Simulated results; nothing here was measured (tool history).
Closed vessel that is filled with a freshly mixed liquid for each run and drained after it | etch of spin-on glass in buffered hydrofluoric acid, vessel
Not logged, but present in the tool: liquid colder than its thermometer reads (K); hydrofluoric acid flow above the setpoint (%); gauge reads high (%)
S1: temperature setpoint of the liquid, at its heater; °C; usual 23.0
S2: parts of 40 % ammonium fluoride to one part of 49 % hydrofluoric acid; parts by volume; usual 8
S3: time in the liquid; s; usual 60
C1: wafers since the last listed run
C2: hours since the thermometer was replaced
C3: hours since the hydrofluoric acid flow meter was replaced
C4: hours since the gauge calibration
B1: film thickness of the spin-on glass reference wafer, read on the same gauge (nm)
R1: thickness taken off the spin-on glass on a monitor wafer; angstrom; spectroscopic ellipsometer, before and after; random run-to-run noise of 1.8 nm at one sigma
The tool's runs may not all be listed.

| run | hour | S1 | S2 | S3 | C1 | C2 | C3 | C4 | B1 | R1 |
|---|---|---|---|---|---|---|---|---|---|---|
| 1 | 0.0 | 23.0 | 8 | 60 | 0 | 447.8 | 1078.5 | 1031.9 | 79.99 | 3924.9 |
| 2 | 80.0 | 23.0 | 8 | 60 | 9443 | 527.8 | 1158.5 | 1111.9 | 80.02 | 3936.7 |
| 3 | 128.6 | 23.0 | 8 | 60 | 5736 | 576.4 | 1207.1 | 1160.5 | 79.99 | 3897.3 |
| 4 | 171.6 | 23.0 | 8 | 60 | 5075 | 619.4 | 1250.1 | 1203.5 | 79.99 | 3876.6 |
| 5 | 247.8 | 23.0 | 8 | 60 | 8994 | 695.6 | 1326.3 | 1279.7 | 80.00 | 3871.1 |
| 6 | 295.6 | 23.0 | 8 | 60 | 5642 | 743.4 | 1374.1 | 1327.5 | 79.98 | 3897.7 |
| 7 | 352.8 | 23.0 | 8 | 60 | 6752 | 800.6 | 1431.3 | 1384.7 | 80.02 | 3828.9 |
| 8 | 431.7 | 23.0 | 8 | 60 | 9313 | 879.5 | 1510.2 | 1463.6 | 79.97 | 3828.1 |
|  | 473.6 | thermometer replaced |
| 9 | 476.7 | 23.0 | 8 | 60 | 5193 | 3.1 | 1555.2 | 1508.6 | 80.00 | 4051.5 |
| 10 | 521.3 | 23.0 | 8 | 60 | 5264 | 47.7 | 1599.8 | 1553.2 | 80.00 | 4030.2 |
|  | 650.2 | gauge calibrated |
| 11 | 705.8 | 23.0 | 8 | 60 | 21778 | 232.2 | 1784.3 | 55.6 | 79.99 | 4006.7 |
| 12 | 777.4 | 23.0 | 8 | 60 | 8451 | 303.8 | 1855.9 | 127.2 | 80.00 | 3999.4 |
| 13 | 880.2 | 23.0 | 8 | 60 | 12134 | 406.6 | 1958.7 | 230.0 | 80.00 | 3969.8 |
| 14 | 948.0 | 23.0 | 8 | 60 | 8003 | 474.4 | 2026.5 | 297.8 | 79.99 | 3961.8 |
|  | 965.9 | hydrofluoric acid flow meter replaced |
| 15 | 1010.7 | 23.0 | 8 | 60 | 7283 | 537.1 | 44.8 | 360.5 | 79.99 | 3865.1 |
| 16 | 1080.1 | 26.5 | 6 | 95 | 8192 | 606.5 | 114.2 | 429.9 | 80.00 | 9663.9 |

Estimate the outcome of run 17 from the log above:
| 17 | 1170.4 | 23.0 | 8 | 60 | 10659 | 696.8 | 204.5 | 520.2 | ? | ? |

Run 17 yielded B1 80.02, R1 3795.1 angstrom.
Were there no unlogged condition in the tool, this run, its random variation unchanged, would have produced R1 4015.0 angstrom.

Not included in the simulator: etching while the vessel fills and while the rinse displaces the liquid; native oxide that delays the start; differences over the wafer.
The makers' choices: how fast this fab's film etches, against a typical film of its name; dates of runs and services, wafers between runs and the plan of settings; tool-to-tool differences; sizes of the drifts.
